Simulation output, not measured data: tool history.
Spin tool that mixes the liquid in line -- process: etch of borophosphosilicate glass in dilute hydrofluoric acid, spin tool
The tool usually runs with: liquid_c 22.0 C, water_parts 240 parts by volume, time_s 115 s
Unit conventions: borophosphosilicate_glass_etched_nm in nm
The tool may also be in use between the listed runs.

run	day	liquid_c	water_parts	time_s	read-back film thickness of the borophosphosilicate glass reference wafer, read on the same gauge (nm)	borophosphosilicate_glass_etched_nm
1	0.000	22.0	240	155	50.00	29.66
2	3.688	22.0	180	115	50.00	31.31
3	8.175	22.0	180	115	50.01	31.46
4	11.488	22.0	180	115	50.01	31.71
# day 13.225: gauge calibrated
5	15.508	22.0	240	160	49.98	31.39
6	17.725	22.0	240	160	50.00	31.39
# day 18.917: thermometer replaced
7	21.333	22.0	195	115	49.99	26.65
8	24.975	22.0	240	115	50.00	20.59
9	27.571	23.5	120	115	50.00	49.99
10	30.133	17.5	150	160	50.00	42.11
# day 30.242: hydrofluoric acid flow meter replaced
11	32.383	22.0	240	60	50.01	10.87

For run 12, what comes out?
12	34.975	22.0	240	175	?	?

read-back film thickness of the borophosphosilicate glass reference wafer, read on the same gauge (nm): 50.01
borophosphosilicate_glass_etched_nm: 31.77 nm
With the hidden condition absent and the run-to-run variation left alone, this run would have shown borophosphosilicate_glass_etched_nm 31.15 nm.
